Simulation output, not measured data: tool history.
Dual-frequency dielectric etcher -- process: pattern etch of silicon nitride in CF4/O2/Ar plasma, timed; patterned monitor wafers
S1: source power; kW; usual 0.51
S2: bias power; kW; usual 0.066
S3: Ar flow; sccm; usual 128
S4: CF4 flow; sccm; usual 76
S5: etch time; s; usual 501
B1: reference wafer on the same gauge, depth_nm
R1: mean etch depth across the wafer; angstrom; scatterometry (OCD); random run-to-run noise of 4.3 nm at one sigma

run,day,S1,S2,S3,S4,S5,B1,R1
1,0,0.51,0.055,128,76,501,1118.7,9979
# day 2.279: bias power generator calibrated
2,2.362,0.51,0.066,128,76,501,1119.1,10845
3,3.392,0.51,0.066,128,76,501,1121.2,10754
4,5.075,0.51,0.066,128,76,409.5,1120.4,8793
# day 5.604: gauge calibrated
# day 7.75: wet clean of the chamber
5,8.033,0.51,0.066,128,76,501,1120.5,10537
# day 8.721: Ar flow controller replaced
6,9.558,0.44,0.076,128,76,409,1121.4,8289
7,11.038,0.57,0.066,157,76,620.5,1119,13891
8,13.867,0.51,0.066,128,76,501,1120.6,10712
9,16.212,0.51,0.066,128,71,501,1121.4,10615
# day 18.817: CF4 flow controller replaced
10,18.838,0.51,0.066,128,76,501,1120.9,10785
# day 19.533: source power generator calibrated
11,21.871,0.51,0.066,128,76,501,1120.6,10729
# day 22.979: upper electrode replaced
# day 24.479: wet clean of the chamber
12,24.5,0.51,0.066,128,76,355.5,1120.9,7557
13,26.417,0.51,0.075,128,64,501,1120.9,10907
14,28.254,0.51,0.066,128,70,501,1120.3,10504
15,30.921,0.51,0.066,128,76,501,1120.3,10728
16,32.142,0.64,0.066,158,76,501,1119.9,12360
17,33.338,0.63,0.066,128,94,501,1122.1,12865
18,35.779,0.59,0.056,102,59,501,1118.8,11025
19,36.967,0.6,0.066,158,62,501,1120.6,11426
20,38.008,0.51,0.075,128,59,501,1118.4,10807
21,39.258,0.51,0.066,128,76,501,1119.7,10850

Below are 4 alternative next runs, each starting from the tool's condition after run 21. Predict each:
A,39.283,0.63,0.066,128,76,501,?,?
B,39.283,0.51,0.066,128,66,501,?,?
C,39.283,0.63,0.066,96,76,583.5,?,?
D,39.283,0.51,0.066,148,86,501,?,?

run,B1,R1
A,1121.2,12537
B,1121.2,10489
C,1121.2,15066
D,1121.2,10777
Take away the tool's hidden state, keep each run's random variation, and the runs would have read:
run,R1
A,12318
B,10307
C,14803
D,10589

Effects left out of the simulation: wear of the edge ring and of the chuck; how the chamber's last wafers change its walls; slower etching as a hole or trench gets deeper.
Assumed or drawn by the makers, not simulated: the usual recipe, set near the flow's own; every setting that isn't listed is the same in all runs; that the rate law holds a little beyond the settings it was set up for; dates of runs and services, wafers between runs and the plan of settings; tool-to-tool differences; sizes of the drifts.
